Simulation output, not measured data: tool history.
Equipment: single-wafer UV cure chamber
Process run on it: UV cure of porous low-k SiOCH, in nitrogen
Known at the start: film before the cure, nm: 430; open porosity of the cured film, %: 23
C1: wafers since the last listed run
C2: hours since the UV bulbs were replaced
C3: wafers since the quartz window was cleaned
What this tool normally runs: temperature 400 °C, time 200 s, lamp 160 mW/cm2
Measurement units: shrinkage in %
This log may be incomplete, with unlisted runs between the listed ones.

run 1 day=0.000 | temperature=390 time=175 lamp=160 | C1=0 C2=2571.5 C3=155 | shrinkage=12.730
run 2 day=0.612 | temperature=390 time=175 lamp=160 | C1=102 C2=2586.2 C3=257 | shrinkage=12.540
run 3 day=1.583 | temperature=400 time=200 lamp=149 | C1=162 C2=2609.5 C3=420 | shrinkage=12.812
run 4 day=1.996 | temperature=400 time=200 lamp=177 | C1=69 C2=2619.4 C3=489 | shrinkage=13.779
run 5 day=2.642 | temperature=400 time=200 lamp=177 | C1=108 C2=2634.9 C3=597 | shrinkage=13.881
-- day=3.462 quartz window cleaned
run 6 day=3.483 | temperature=400 time=200 lamp=177 | C1=85 C2=2655.1 C3=3 | shrinkage=13.228
-- day=3.904 UV bulbs replaced
run 7 day=3.925 | temperature=400 time=285 lamp=160 | C1=18 C2=0.5 C3=21 | shrinkage=14.263
run 8 day=4.358 | temperature=400 time=285 lamp=160 | C1=72 C2=10.9 C3=94 | shrinkage=14.320
-- day=5.908 quartz window cleaned, repeated, since the last time left the tool worse
run 9 day=6.062 | temperature=400 time=200 lamp=160 | C1=229 C2=51.8 C3=26 | shrinkage=13.741
run 10 day=6.367 | temperature=400 time=200 lamp=191 | C1=50 C2=59.1 C3=76 | shrinkage=14.311
run 11 day=7.196 | temperature=400 time=200 lamp=174 | C1=138 C2=79.0 C3=215 | shrinkage=13.869
run 12 day=7.638 | temperature=389 time=115 lamp=160 | C1=73 C2=89.6 C3=289 | shrinkage=10.395
run 13 day=8.004 | temperature=389 time=115 lamp=160 | C1=61 C2=98.4 C3=351 | shrinkage=10.426
run 14 day=8.304 | temperature=400 time=115 lamp=181 | C1=50 C2=105.6 C3=401 | shrinkage=11.217
run 15 day=8.842 | temperature=400 time=200 lamp=160 | C1=89 C2=118.5 C3=491 | shrinkage=13.223
run 16 day=9.229 | temperature=400 time=85 lamp=160 | C1=64 C2=127.8 C3=556 | shrinkage=9.430
run 17 day=9.858 | temperature=400 time=200 lamp=160 | C1=105 C2=142.9 C3=661 | shrinkage=13.351

3 ways to go on from here, each from the tool as it stands after run 17. What would each give?
run A day=9.879 | temperature=415 time=200 lamp=160 | C1=3 C2=143.4 C3=664 | shrinkage=?
run B day=9.879 | temperature=400 time=200 lamp=170 | C1=3 C2=143.4 C3=664 | shrinkage=?
run C day=9.879 | temperature=393 time=150 lamp=147 | C1=3 C2=143.4 C3=664 | shrinkage=?

run=A shrinkage=13.195
run=B shrinkage=13.215
run=C shrinkage=11.063
What these runs would have given with no unlogged condition in the tool:
run=A shrinkage=13.659
run=B shrinkage=13.679
run=C shrinkage=11.506
